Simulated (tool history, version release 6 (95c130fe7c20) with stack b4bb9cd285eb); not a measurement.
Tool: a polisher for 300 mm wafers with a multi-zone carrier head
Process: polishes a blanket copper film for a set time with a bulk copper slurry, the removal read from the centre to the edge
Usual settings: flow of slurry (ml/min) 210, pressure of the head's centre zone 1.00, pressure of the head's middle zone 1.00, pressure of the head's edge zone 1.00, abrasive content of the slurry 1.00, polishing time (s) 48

| run | day | flow of slurry (ml/min) | pressure of the head's centre zone | pressure of the head's middle zone | pressure of the head's edge zone | abrasive content of the slurry | polishing time (s) | incoming thickness of the incoming film, nm | film removed at the wafer's centre (nm) | film removed at mid-radius (nm) | film removed at the wafer's edge (nm) |
|---|---|---|---|---|---|---|---|---|---|---|---|
| 1 | 0.000 | 210 | 0.91 | 1.07 | 1.00 | 1.00 | 48 | 4409.0 | 311.5 | 355.0 | 335.8 |
| 2 | 1.217 | 210 | 1.00 | 1.00 | 1.00 | 1.00 | 48 | 4384.2 | 322.4 | 332.0 | 338.5 |
| 3 | 2.446 | 210 | 1.00 | 1.00 | 1.00 | 1.00 | 48 | 4362.9 | 322.7 | 335.5 | 331.6 |
| 4 | 3.142 | 210 | 1.00 | 1.00 | 1.00 | 1.00 | 48 | 4377.3 | 320.4 | 322.8 | 337.7 |
|  | 3.479 | centre zone pressure recalibrated |
| 5 | 3.667 | 210 | 1.09 | 0.96 | 1.11 | 1.00 | 48 | 4302.2 | 335.4 | 316.5 | 339.2 |
| 6 | 4.325 | 210 | 1.00 | 1.06 | 1.00 | 1.10 | 48 | 4354.6 | 323.6 | 344.1 | 334.1 |
| 7 | 5.488 | 210 | 0.96 | 0.92 | 1.05 | 1.00 | 42 | 4317.7 | 262.6 | 253.8 | 286.0 |
| 8 | 6.867 | 210 | 1.00 | 1.00 | 1.00 | 1.00 | 48 | 4319.8 | 291.7 | 300.6 | 296.2 |
|  | 7.362 | worn pad replaced by a new one |
| 9 | 8.158 | 210 | 1.00 | 1.00 | 1.00 | 1.00 | 48 | 4447.2 | 339.5 | 339.6 | 344.1 |
| 10 | 9.338 | 210 | 1.00 | 1.00 | 1.00 | 1.00 | 48 | 4355.6 | 330.5 | 339.9 | 344.9 |
|  | 10.062 | slurry nozzle cleaned |
| 11 | 10.592 | 210 | 1.00 | 1.00 | 1.00 | 1.00 | 48 | 4378.4 | 331.1 | 336.3 | 339.1 |
|  | 11.246 | edge zone pressure recalibrated |
| 12 | 11.258 | 210 | 1.00 | 1.00 | 1.00 | 1.00 | 48 | 4277.9 | 328.6 | 328.7 | 338.3 |
| 13 | 14.112 | 270 | 1.00 | 1.07 | 1.00 | 0.90 | 48 | 4336.7 | 324.3 | 344.6 | 321.2 |
| 14 | 14.946 | 280 | 1.10 | 1.00 | 1.00 | 1.25 | 48 | 4350.5 | 355.9 | 342.2 | 340.4 |
| 15 | 16.079 | 210 | 1.00 | 1.00 | 0.95 | 1.25 | 65 | 4399.6 | 420.8 | 428.7 | 428.0 |
|  | 16.508 | worn pad replaced by a new one |
| 16 | 17.483 | 210 | 1.00 | 0.96 | 1.06 | 0.90 | 53 | 4397.6 | 366.0 | 364.4 | 387.7 |
| 17 | 18.542 | 210 | 1.11 | 1.00 | 1.00 | 1.00 | 43 | 4337.2 | 318.1 | 308.2 | 317.8 |
| 18 | 19.508 | 250 | 1.00 | 1.00 | 1.00 | 0.80 | 48 | 4362.8 | 325.0 | 336.2 | 341.3 |
| 19 | 20.462 | 255 | 1.09 | 1.00 | 1.00 | 0.75 | 48 | 4355.5 | 339.4 | 330.2 | 337.4 |
| 20 | 21.562 | 210 | 1.00 | 1.00 | 0.95 | 1.00 | 32 | 4300.1 | 217.1 | 221.9 | 216.1 |
| 21 | 22.638 | 210 | 1.00 | 1.00 | 1.00 | 1.00 | 48 | 4338.1 | 322.5 | 330.5 | 329.1 |

Forecast each of these 5 alternatives for the next run:
| A | 22.654 | 210 | 1.00 | 1.00 | 1.00 | 1.00 | 48 | 4374.6 | ? | ? | ? |
| B | 22.654 | 210 | 1.00 | 1.00 | 1.00 | 1.10 | 35 | 4374.6 | ? | ? | ? |
| C | 22.654 | 260 | 1.00 | 1.00 | 1.00 | 1.00 | 34 | 4374.6 | ? | ? | ? |
| D | 22.654 | 210 | 1.00 | 1.00 | 0.91 | 0.80 | 48 | 4374.6 | ? | ? | ? |
| E | 22.654 | 210 | 1.09 | 1.00 | 1.00 | 1.00 | 48 | 4374.6 | ? | ? | ? |

| run | film removed at the wafer's centre (nm) | film removed at mid-radius (nm) | film removed at the wafer's edge (nm) |
|---|---|---|---|
| A | 320.2 | 326.1 | 335.6 |
| B | 237.6 | 242.0 | 249.1 |
| C | 234.2 | 237.7 | 243.0 |
| D | 307.7 | 313.5 | 308.6 |
| E | 339.0 | 326.0 | 335.6 |
Without the tool's hidden state the same runs would have given:
| run | film removed at the wafer's centre (nm) | film removed at mid-radius (nm) | film removed at the wafer's edge (nm) |
|---|---|---|---|
| A | 339.0 | 345.3 | 355.4 |
| B | 251.6 | 256.3 | 263.8 |
| C | 248.0 | 251.7 | 257.3 |
| D | 325.9 | 332.0 | 326.8 |
| E | 359.0 | 345.2 | 355.4 |

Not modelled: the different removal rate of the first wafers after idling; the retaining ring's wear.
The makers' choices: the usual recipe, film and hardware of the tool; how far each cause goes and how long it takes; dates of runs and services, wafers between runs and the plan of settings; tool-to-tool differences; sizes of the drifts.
